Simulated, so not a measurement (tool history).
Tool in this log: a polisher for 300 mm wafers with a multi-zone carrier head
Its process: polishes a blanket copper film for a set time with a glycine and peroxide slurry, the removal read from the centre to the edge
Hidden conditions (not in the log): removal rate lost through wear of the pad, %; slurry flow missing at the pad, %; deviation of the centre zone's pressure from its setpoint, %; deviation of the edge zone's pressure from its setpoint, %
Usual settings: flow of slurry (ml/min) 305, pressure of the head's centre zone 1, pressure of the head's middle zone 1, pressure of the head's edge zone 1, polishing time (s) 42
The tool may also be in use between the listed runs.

run	hour	flow of slurry (ml/min)	pressure of the head's centre zone	pressure of the head's middle zone	pressure of the head's edge zone	polishing time (s)	wafers since the last listed run	wafers polished on this pad	hours since the slurry nozzle was cleaned	hours since the centre zone pressure was calibrated	hours since the edge zone pressure was calibrated	hours since the carrier head's membrane was replaced	incoming thickness of the incoming film, nm	film removed at the wafer's centre (nm)	film removed at mid-radius (nm)	film removed at the wafer's edge (nm)
1	0	305	1	1	1	50	0	27	342.8	548.5	924.7	1535	1815.2	263.1	268	271.5
2	12.9	305	1	1	1	30	160	188	355.7	561.4	937.6	1547.9	1824.1	154.6	159	159.8
3	30.2	305	1	1	1	42	215	403	373	578.7	954.9	1565.2	1845.5	215.4	216.3	213.1
# hour 48.4: worn pad replaced by a new one
4	48.9	305	1	1	1	42	182	5	391.7	597.4	973.6	1583.9	1820	228.8	223.7	222
5	57.1	305	1	1	1	42	102	107	399.9	605.6	981.8	1592.1	1830.1	229.4	229.9	222.8
6	74.8	305	1	1	1	42	220	328	417.6	623.3	999.5	1609.8	1837.3	218.2	219.6	221.4
# hour 78.4: edge zone pressure recalibrated
7	91.8	305	1	1	1	42	186	514	434.6	640.3	13.4	1626.8	1841	203.3	214.8	207.9
8	102.4	305	1	1	1	42	131	646	445.2	650.9	24	1637.4	1850	203.1	199.3	203.1
# hour 107.7: worn pad replaced by a new one
# hour 114.8: carrier head's membrane replaced by a new one
9	118.7	305	1	1	1	42	90	74	461.5	667.2	40.3	3.9	1832.7	220	222.7	222.4
10	129.4	260	0.92	1	1	51	133	207	472.2	677.9	51	14.6	1823.6	236.2	261.3	260.5
11	145.7	305	1.04	0.9	1.09	42	202	410	488.5	694.2	67.3	30.9	1849.3	226	194.6	224.4
# hour 152.5: slurry nozzle cleaned
12	157	305	1	1	1	42	128	538	4.5	705.5	78.6	42.2	1812.6	202.2	203.9	202.2
# hour 162.3: worn pad replaced by a new one
13	164.9	305	1	1	1	42	48	32	12.4	713.4	86.5	50.1	1853	224.1	228.4	228.6
14	180.8	305	1	1	0.89	42	197	230	28.3	729.3	102.4	66	1829.3	220.8	220.4	210.7
# hour 187.4: centre zone pressure recalibrated
15	197.6	305	1.05	1	1.12	38	184	414	45.1	10.2	119.2	82.8	1865.3	206.5	191.2	204.3
16	209.3	355	0.97	1	1.06	42	145	559	56.8	21.9	130.9	94.5	1816	203.2	205.1	216.4
# hour 222.8: worn pad replaced by a new one
17	223.3	260	1	0.97	1.04	42	124	6	70.8	35.9	144.9	108.5	1830.6	221.5	216.8	225
18	251.3	345	1	1	1	36	348	354	98.8	63.9	172.9	136.5	1819.7	188.1	191.1	187.6
19	260.5	305	1	1	1	42	114	468	108	73.1	182.1	145.7	1842.1	209.2	213.9	214

Consider 4 possible next runs. They are alternatives, not a sequence: every one starts from the tool as it was left by run 19. What does each give?
A	260.9	305	0.94	1	1	42	4	473	108.4	73.5	182.5	146.1	1798.2	?	?	?
B	260.9	305	0.96	1.04	1	42	4	473	108.4	73.5	182.5	146.1	1798.2	?	?	?
C	260.9	355	1	1	1	34	4	473	108.4	73.5	182.5	146.1	1798.2	?	?	?
D	260.9	305	1.06	0.97	1	42	4	473	108.4	73.5	182.5	146.1	1798.2	?	?	?

run	film removed at the wafer's centre (nm)	film removed at mid-radius (nm)	film removed at the wafer's edge (nm)
A	204.6	218.4	213.7
B	209.1	225.7	213.6
C	179.2	179.3	175
D	230.9	212.7	213.8
What these runs would have given with no unlogged condition in the tool:
run	film removed at the wafer's centre (nm)	film removed at mid-radius (nm)	film removed at the wafer's edge (nm)
A	216.4	231	226.1
B	221.1	238.7	225.9
C	189.5	189.7	185.1
D	244.2	225	226.2
